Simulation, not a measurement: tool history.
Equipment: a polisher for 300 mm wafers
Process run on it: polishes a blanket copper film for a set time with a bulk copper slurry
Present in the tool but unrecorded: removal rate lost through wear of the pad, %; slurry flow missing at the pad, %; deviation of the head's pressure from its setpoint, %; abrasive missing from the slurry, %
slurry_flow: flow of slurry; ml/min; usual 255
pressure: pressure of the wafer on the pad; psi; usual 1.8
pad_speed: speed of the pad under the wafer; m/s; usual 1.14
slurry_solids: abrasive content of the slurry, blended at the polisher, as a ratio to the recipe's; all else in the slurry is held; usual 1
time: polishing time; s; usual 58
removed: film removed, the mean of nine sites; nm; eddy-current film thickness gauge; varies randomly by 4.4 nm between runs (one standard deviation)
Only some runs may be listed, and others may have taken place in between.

run	day	slurry_flow	pressure	pad_speed	slurry_solids	time	wafers since the last listed run	wafers polished on this pad	hours since the slurry nozzle was cleaned	hours since the head pressure was calibrated	hours since the slurry blender was calibrated	incoming thickness of the incoming film, nm	removed
1	0	255	1.8	1.14	1	58	0	515	746	513.9	55.9	2956.5	444.5
# day 0.488: worn pad replaced by a new one
2	0.508	255	1.8	1.14	1	58	66	4	758.2	526.1	68.1	3025.1	438.5
3	1.075	255	1.8	1.14	1	58	111	115	771.8	539.7	81.7	2975.9	445.1
4	1.712	255	2.1	1.14	1	58	124	240	787.1	555	97	2959.1	495.3
5	2.042	255	2.1	1.14	1	58	64	304	795	562.9	104.9	2965.4	493.8
6	2.746	255	1.8	1.14	1	58	138	442	811.9	579.8	121.8	2974.8	437
7	3.158	255	1.8	1.14	1	58	80	523	821.8	589.7	131.7	2976	428.4
# day 3.479: worn pad replaced by a new one
8	3.625	255	1.8	1.14	1	58	58	28	833	600.9	142.9	3029.1	430.8
# day 4.238: slurry blender recalibrated
9	4.3	255	1.8	1.14	1	58	115	144	849.2	617.1	1.5	2927.3	459.2
10	4.608	325	1.6	1.14	1	58	60	204	856.6	624.5	8.9	2979.2	432.2
# day 4.929: slurry nozzle cleaned
11	4.95	190	1.3	1.14	1	58	58	263	0.5	632.7	17.1	3013.3	355.1
12	5.25	255	2.3	1.14	0.9	74	58	322	7.7	639.9	24.3	2983.6	683.4
13	5.533	255	1.8	1.14	1	58	55	377	14.5	646.7	31.1	3007.1	449.3
14	6.175	255	1.8	1.14	1	58	125	503	29.9	662.1	46.5	3025.3	454.1
# day 6.346: worn pad replaced by a new one
15	6.583	255	2.2	1.14	1	58	47	46	39.7	671.9	56.3	2959.9	520.6
# day 7.529: head pressure recalibrated
16	7.912	190	1.8	0.9	0.7	58	244	290	71.6	9.2	88.2	3032.1	314.4
17	8.292	180	2.3	1.14	1	43	74	365	80.7	18.3	97.3	2971.2	375.6
18	8.575	300	1.8	1.5	1	41	55	420	87.5	25.1	104.1	2981.5	416.5
19	8.992	335	1.8	1.14	1	58	81	502	97.5	35.1	114.1	3027.4	456.3

Run 20 is up next; what results do you expect?
20	9.312	340	1.8	1.38	1	58	62	565	105.2	42.8	121.8	3043.6	?

Run 20 came out at removed 537.4 nm.
The same run, on a tool lacking any hidden state, would have yielded removed 566.7 nm.
